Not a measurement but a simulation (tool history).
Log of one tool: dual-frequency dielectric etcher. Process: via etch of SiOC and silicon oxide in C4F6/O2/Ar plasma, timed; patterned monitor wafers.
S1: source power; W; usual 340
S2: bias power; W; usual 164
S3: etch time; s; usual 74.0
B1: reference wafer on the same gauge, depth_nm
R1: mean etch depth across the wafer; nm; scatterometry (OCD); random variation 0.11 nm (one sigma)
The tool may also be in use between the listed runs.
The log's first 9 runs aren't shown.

| run | day | S1 | S2 | S3 | B1 | R1 |
|---|---|---|---|---|---|---|
| 10 | 12.079 | 380 | 194 | 74.0 | 86.4 | 81.4 |
| 11 | 12.858 | 410 | 140 | 56.5 | 86.4 | 59.9 |
| 12 | 14.283 | 340 | 149 | 74.0 | 86.4 | 74.7 |
|  | 15.904 | upper electrode replaced |
| 13 | 15.925 | 340 | 203 | 63.5 | 86.4 | 68.0 |
| 14 | 16.025 | 340 | 164 | 74.0 | 86.4 | 75.8 |
| 15 | 16.692 | 340 | 164 | 74.0 | 86.4 | 75.9 |
|  | 17.288 | gauge calibrated |
| 16 | 17.662 | 420 | 182 | 74.0 | 86.4 | 83.3 |
| 17 | 18.225 | 340 | 164 | 74.0 | 86.4 | 76.1 |
| 18 | 19.225 | 340 | 164 | 74.0 | 86.4 | 76.0 |
| 19 | 20.000 | 340 | 164 | 74.0 | 86.4 | 75.9 |
| 20 | 21.400 | 340 | 194 | 74.0 | 86.4 | 78.6 |
| 21 | 22.512 | 320 | 131 | 74.0 | 86.4 | 71.9 |
| 22 | 23.854 | 270 | 204 | 74.0 | 86.4 | 73.8 |
|  | 24.067 | source power generator calibrated |
| 23 | 24.850 | 260 | 148 | 55.5 | 86.4 | 51.5 |
| 24 | 25.483 | 340 | 127 | 74.0 | 86.4 | 73.0 |
| 25 | 26.600 | 390 | 177 | 53.5 | 86.4 | 58.5 |
| 26 | 28.012 | 340 | 164 | 74.0 | 86.4 | 76.2 |
| 27 | 28.654 | 400 | 175 | 74.0 | 86.4 | 81.6 |
| 28 | 29.704 | 340 | 143 | 86.0 | 86.4 | 86.6 |
|  | 31.242 | wet clean of the chamber |
| 29 | 31.262 | 270 | 125 | 89.5 | 86.4 | 80.4 |
| 30 | 34.721 | 340 | 144 | 64.0 | 86.4 | 63.5 |

4 ways to go on from here, each from the tool as it stands after run 30. What would each give?
| A | 34.738 | 340 | 164 | 74.0 | ? | ? |
| B | 34.738 | 380 | 152 | 74.0 | ? | ? |
| C | 34.738 | 370 | 164 | 74.0 | ? | ? |
| D | 34.738 | 270 | 164 | 93.5 | ? | ? |

| run | B1 | R1 |
|---|---|---|
| A | 86.4 | 74.9 |
| B | 86.4 | 76.8 |
| C | 86.4 | 77.1 |
| D | 86.4 | 87.8 |
Without the tool's hidden state the same runs would have given:
| run | R1 |
|---|---|
| A | 75.3 |
| B | 77.2 |
| C | 77.5 |
| D | 88.3 |
